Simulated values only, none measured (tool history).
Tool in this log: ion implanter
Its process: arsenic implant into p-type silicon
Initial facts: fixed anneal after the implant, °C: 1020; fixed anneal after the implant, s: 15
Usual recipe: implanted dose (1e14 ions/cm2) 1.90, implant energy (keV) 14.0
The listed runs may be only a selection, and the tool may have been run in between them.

run	hour	implanted dose (1e14 ions/cm2)	implant energy (keV)	read-back reference wafer on the same gauge, sheet resistance	sheet resistance of the implanted and annealed layer (ohm/square)
1	0.0	2.22	14.0	384.97	410.83
2	26.5	1.90	14.0	385.27	460.73
3	58.5	1.90	14.0	385.33	461.01
4	87.1	1.90	14.0	384.66	460.37
5	140.2	2.25	14.0	385.09	402.64
6	162.7	2.25	14.0	384.97	403.89
7	183.0	2.25	14.0	385.07	402.82
8	197.8	2.07	14.0	384.84	429.27
9	227.3	2.07	14.0	384.75	428.45
10	251.8	2.07	14.0	385.16	428.48
11	272.1	1.90	15.5	384.63	450.72
12	293.4	1.90	14.0	384.98	456.28
13	309.7	1.90	14.0	385.18	458.22
14	330.0	1.90	14.0	384.96	455.69
15	417.1	1.90	14.0	384.62	455.19
16	431.2	2.08	12.0	385.09	432.31
17	445.9	1.90	10.5	384.46	470.61
# hour 458.1: extraction supply calibrated
18	473.4	2.15	14.0	385.08	413.66
19	490.9	1.40	16.0	385.13	561.66
20	504.6	1.90	14.0	384.90	454.31
21	520.7	2.28	17.5	385.14	386.23
22	555.7	2.21	12.5	384.86	410.57
23	585.8	1.90	14.0	384.87	453.72
24	617.1	1.40	16.0	384.83	560.82
25	652.3	1.90	14.0	384.90	455.02
# hour 667.7: Faraday cup replaced and dose calibrated
26	668.2	1.90	14.0	385.06	467.86
27	690.3	2.20	11.5	384.89	428.31
# hour 690.3: gauge calibrated
28	713.0	2.29	15.5	384.75	401.08
29	732.5	1.90	11.5	384.79	475.85
30	762.3	1.90	11.5	384.72	474.35
31	786.9	2.38	10.5	384.94	403.53
32	812.5	1.43	11.5	384.86	588.74
33	847.2	1.90	14.0	385.09	462.82
34	859.5	2.24	14.0	384.91	408.57
35	887.9	1.56	16.0	385.13	526.72
36	918.3	2.33	19.0	384.71	379.16

Some steps in sheet resistance of the implanted and annealed layer (ohm/square), run to run, broken into two amounts with sign: the step expected even without the hidden condition (settings, incoming material, random variation), and the rest, left for the hidden condition together with whatever gauge scatter is not in both the measured and the hidden-condition-free result:
The hidden state here: deviation of the true dose from the Faraday cup's reading, %; deviation of the true energy from its setpoint, %; gauge reads high (%).
Run 18 -> 19: implanted dose (1e14 ions/cm2) 2.15 -> 1.40, implant energy (keV) 14.0 -> 16.0. sheet resistance of the implanted and annealed layer (ohm/square) +148.00: hidden state -4.02, all else +152.02.
Run 23 -> 24: implanted dose (1e14 ions/cm2) 1.90 -> 1.40, implant energy (keV) 14.0 -> 16.0. sheet resistance of the implanted and annealed layer (ohm/square) +107.10: hidden state -3.00, all else +110.10.
Run 25 -> 26: Faraday cup replaced and dose calibrated. sheet resistance of the implanted and annealed layer (ohm/square) +12.84: hidden state +13.96, all else -1.12.
Run 31 -> 32: implanted dose (1e14 ions/cm2) 2.38 -> 1.43, implant energy (keV) 10.5 -> 11.5. sheet resistance of the implanted and annealed layer (ohm/square) +185.21: hidden state -2.61, all else +187.82.
Run 35 -> 36: implanted dose (1e14 ions/cm2) 1.56 -> 2.33, implant energy (keV) 16.0 -> 19.0. sheet resistance of the implanted and annealed layer (ohm/square) -147.56: hidden state +1.63, all else -149.19.
